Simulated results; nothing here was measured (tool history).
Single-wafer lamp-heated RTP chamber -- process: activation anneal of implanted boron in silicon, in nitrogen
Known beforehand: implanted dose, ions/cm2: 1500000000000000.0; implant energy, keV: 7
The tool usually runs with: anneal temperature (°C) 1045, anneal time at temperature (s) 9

run,hour,anneal temperature (°C),anneal time at temperature (s),wafers since the last listed run,wafers since the last pyrometer calibration,wafers since the reflector plate was cleaned,hours since the gauge calibration,"read-back reference wafer on the same gauge, sheet resistance",sheet resistance of the implanted and annealed layer (ohm/square)
1,0.0,1045,9,0,3618,3618,139.7,130.05,118.93
2,12.1,1045,9,117,3735,3735,151.8,130.11,119.72
3,20.4,1045,9,80,3815,3815,160.1,130.03,118.23
4,28.8,1045,9,81,3896,3896,168.5,130.11,119.17
5,34.9,1032,11,59,3955,3955,174.6,130.06,123.22
6,49.0,1045,9,136,4092,4092,188.7,130.05,118.94
7,58.3,1045,9,90,4182,4182,198.0,130.11,118.46
8,74.2,1045,9,153,4336,4336,213.9,129.99,119.06
9,90.0,1045,9,152,4489,4489,229.7,129.98,119.01
# hour 96.2: gauge calibrated
10,101.4,1045,9,110,4599,4599,5.2,129.88,118.92
11,107.8,1045,9,61,4661,4661,11.6,130.06,119.40
12,117.4,1045,9,92,4754,4754,21.2,130.00,119.26
13,127.4,1045,9,96,4851,4851,31.2,129.97,119.13
# hour 145.3: pyrometer window cleaned and pyrometer calibrated
14,145.8,1033,4,100,5,4951,49.6,130.16,133.54
15,156.8,1061,11,106,111,5058,60.6,129.98,109.21
16,168.2,1037,11,110,221,5168,72.0,130.03,120.53
17,174.6,1057,14,61,283,5230,78.4,129.96,107.38
18,190.9,1016,7,157,441,5388,94.7,130.10,137.58
19,206.6,1018,9,151,593,5540,110.4,130.14,132.93
# hour 215.0: reflector plate cleaned
20,215.5,1045,9,8,602,4,119.3,130.01,118.86
21,225.8,1060,12,99,701,104,129.6,129.83,108.61
22,240.2,1045,13,139,841,243,144.0,130.11,114.98
23,294.0,1065,9,520,1361,764,197.8,129.99,108.95
24,306.0,1045,9,116,1478,880,209.8,129.94,118.94

Branching from run 24: 5 alternative next runs. What would each branch give?
A,306.4,1045,9,3,1482,884,210.2,?,?
B,306.4,1045,14,3,1482,884,210.2,?,?
C,306.4,1022,9,3,1482,884,210.2,?,?
D,306.4,1045,11,3,1482,884,210.2,?,?
E,306.4,1074,6,3,1482,884,210.2,?,?

run,"read-back reference wafer on the same gauge, sheet resistance",sheet resistance of the implanted and annealed layer (ohm/square)
A,129.94,118.91
B,129.94,113.56
C,129.94,130.28
D,129.94,116.58
E,129.94,109.33
Without the tool's hidden state the same runs would have given:
run,sheet resistance of the implanted and annealed layer (ohm/square)
A,118.91
B,113.56
C,130.28
D,116.58
E,109.33
